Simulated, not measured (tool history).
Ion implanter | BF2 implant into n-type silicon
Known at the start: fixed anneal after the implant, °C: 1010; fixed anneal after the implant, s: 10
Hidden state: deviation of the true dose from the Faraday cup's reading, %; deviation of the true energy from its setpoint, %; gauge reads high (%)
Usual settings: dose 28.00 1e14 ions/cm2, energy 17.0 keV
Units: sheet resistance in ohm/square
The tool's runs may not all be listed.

run	day	dose	energy	wafers since the last listed run	hours since the last dose calibration	hours since the extraction supply was calibrated	hours since the gauge calibration	read-back reference wafer on the same gauge, sheet resistance	sheet resistance
1	0.000	28.00	17.0	0	1105.3	2729.6	53.7	165.02	190.08
2	0.612	28.00	17.0	483	1120.0	2744.3	68.4	164.99	189.84
3	1.296	28.00	17.0	539	1136.4	2760.7	84.8	164.97	189.45
4	1.725	28.00	17.0	338	1146.7	2771.0	95.1	164.95	190.28
5	2.129	28.00	17.0	319	1156.4	2780.7	104.8	165.05	189.49
6	2.558	28.00	17.0	338	1166.7	2791.0	115.1	164.96	190.50
7	2.929	28.00	17.0	292	1175.6	2799.9	124.0	165.12	190.22
8	3.212	28.00	17.0	223	1182.4	2806.7	130.8	164.92	189.73
9	3.958	28.00	17.0	589	1200.3	2824.6	148.7	164.93	190.28
10	4.667	23.13	14.0	559	1217.3	2841.6	165.7	164.95	211.55
11	6.329	23.13	14.0	1313	1257.2	2881.5	205.6	164.95	212.22
12	6.971	23.78	17.0	506	1272.6	2896.9	221.0	165.05	193.69
# day 7.025: gauge calibrated
13	7.679	23.13	14.0	559	1289.6	2913.9	15.7	165.01	211.33
14	8.308	24.06	22.0	496	1304.7	2929.0	30.8	164.97	169.96
15	9.008	28.00	17.0	552	1321.5	2945.8	47.6	165.06	190.57
# day 9.771: extraction supply calibrated
# day 9.850: Faraday cup replaced and dose calibrated
16	9.871	32.27	20.0	353	0.5	2.4	68.3	164.97	173.21
17	9.908	28.00	18.5	29	1.4	3.3	69.2	164.96	182.26
18	11.842	28.00	17.0	1527	47.8	49.7	115.6	165.07	190.41
19	12.471	28.00	17.0	496	62.9	64.8	130.7	165.00	189.91
20	12.808	34.67	22.5	266	71.0	72.9	138.8	164.90	162.65
21	13.400	25.76	14.5	467	85.2	87.1	153.0	165.08	205.97
22	14.062	23.42	17.0	523	101.1	103.0	168.9	165.01	193.35
23	14.404	28.00	14.0	269	109.3	111.2	177.1	164.93	207.64

Hidden state at the last listed run before each entry between runs and at the first one after, where it differs:
Between runs 12 and 13: gauge calibrated (day 7.025)
  no hidden state differs between the two runs
Between runs 15 and 16: extraction supply calibrated (day 9.771); Faraday cup replaced and dose calibrated (day 9.850)
  no hidden state differs between the two runs

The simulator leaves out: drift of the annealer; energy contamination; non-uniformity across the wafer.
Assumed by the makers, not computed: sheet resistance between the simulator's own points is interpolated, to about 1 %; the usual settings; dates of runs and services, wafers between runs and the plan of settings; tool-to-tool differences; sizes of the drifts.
